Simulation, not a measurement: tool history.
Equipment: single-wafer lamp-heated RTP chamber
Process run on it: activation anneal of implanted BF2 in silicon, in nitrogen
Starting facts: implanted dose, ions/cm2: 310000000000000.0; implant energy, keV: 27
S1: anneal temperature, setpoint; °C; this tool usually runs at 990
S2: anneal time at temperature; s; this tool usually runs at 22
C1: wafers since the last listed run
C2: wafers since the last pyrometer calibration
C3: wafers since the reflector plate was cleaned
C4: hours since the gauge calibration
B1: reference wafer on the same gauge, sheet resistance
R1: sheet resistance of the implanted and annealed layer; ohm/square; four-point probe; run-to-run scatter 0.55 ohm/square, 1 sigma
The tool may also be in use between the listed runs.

| run | hour | S1 | S2 | C1 | C2 | C3 | C4 | B1 | R1 |
|---|---|---|---|---|---|---|---|---|---|
| 1 | 0.0 | 1001 | 27 | 0 | 1552 | 4616 | 539.7 | 413.14 | 363.10 |
|  | 25.0 | reflector plate cleaned |
| 2 | 62.6 | 1001 | 27 | 1129 | 2681 | 777 | 602.3 | 412.93 | 363.48 |
|  | 88.5 | pyrometer window cleaned and pyrometer calibrated |
| 3 | 109.8 | 979 | 22 | 810 | 440 | 1587 | 649.5 | 412.97 | 370.99 |
| 4 | 167.1 | 979 | 22 | 1185 | 1625 | 2772 | 706.8 | 413.15 | 369.11 |
| 5 | 228.2 | 979 | 22 | 1263 | 2888 | 4036 | 767.9 | 413.14 | 368.53 |
|  | 270.0 | pyrometer window cleaned and pyrometer calibrated |
| 6 | 270.5 | 990 | 18 | 709 | 9 | 4745 | 810.2 | 413.11 | 364.78 |
| 7 | 301.0 | 990 | 18 | 630 | 640 | 5376 | 840.7 | 413.12 | 365.05 |
|  | 311.3 | reflector plate cleaned |
| 8 | 337.6 | 990 | 18 | 591 | 1231 | 543 | 877.3 | 413.14 | 364.76 |
| 9 | 362.1 | 990 | 27 | 506 | 1738 | 1050 | 901.8 | 412.89 | 362.85 |
|  | 398.3 | pyrometer window cleaned and pyrometer calibrated, repeated, since the last time left the tool worse |
|  | 413.3 | gauge calibrated |
| 10 | 493.7 | 1005 | 15 | 2556 | 1973 | 3606 | 80.4 | 413.04 | 365.94 |
| 11 | 538.1 | 990 | 22 | 918 | 2891 | 4524 | 124.8 | 412.98 | 365.12 |
|  | 565.4 | pyrometer window cleaned and pyrometer calibrated |
|  | 566.9 | reflector plate cleaned |
| 12 | 604.5 | 962 | 18 | 1177 | 777 | 777 | 191.2 | 413.11 | 385.31 |
| 13 | 654.4 | 960 | 26 | 1032 | 1809 | 1809 | 241.1 | 413.04 | 383.21 |
| 14 | 681.8 | 990 | 22 | 566 | 2376 | 2376 | 268.5 | 413.01 | 366.19 |
|  | 727.3 | pyrometer window cleaned and pyrometer calibrated |
| 15 | 743.9 | 1006 | 29 | 1118 | 344 | 3495 | 330.6 | 413.04 | 362.12 |
| 16 | 790.9 | 977 | 33 | 972 | 1316 | 4467 | 377.6 | 412.85 | 367.78 |
|  | 821.8 | reflector plate cleaned |
| 17 | 824.9 | 990 | 22 | 537 | 1853 | 64 | 411.6 | 412.94 | 366.35 |
| 18 | 849.8 | 1019 | 14 | 514 | 2368 | 579 | 436.5 | 413.00 | 364.01 |
| 19 | 883.6 | 973 | 13 | 699 | 3067 | 1278 | 470.3 | 413.08 | 373.35 |

For some of the steps in R1 from one run to the next: how much would appear even if the tool had no hidden state, given the settings, what came in and random variation, and how much remains for the hidden state plus any gauge scatter that the measured result and the result without hidden state don't share?
Hidden conditions of the tool in this case: true wafer temperature minus pyrometer reading, K; wafer temperature error from the tarnished reflector plate, K; gauge reads high (%).
Run 11 -> 12: S1 990 -> 962, S2 22 -> 18, pyrometer window cleaned and pyrometer calibrated, reflector plate cleaned. R1 +20.19 ohm/square: hidden state -1.35, all else +21.54.
Run 18 -> 19: S1 1019 -> 973, S2 14 -> 13. R1 +9.34 ohm/square: hidden state -3.90, all else +13.24.
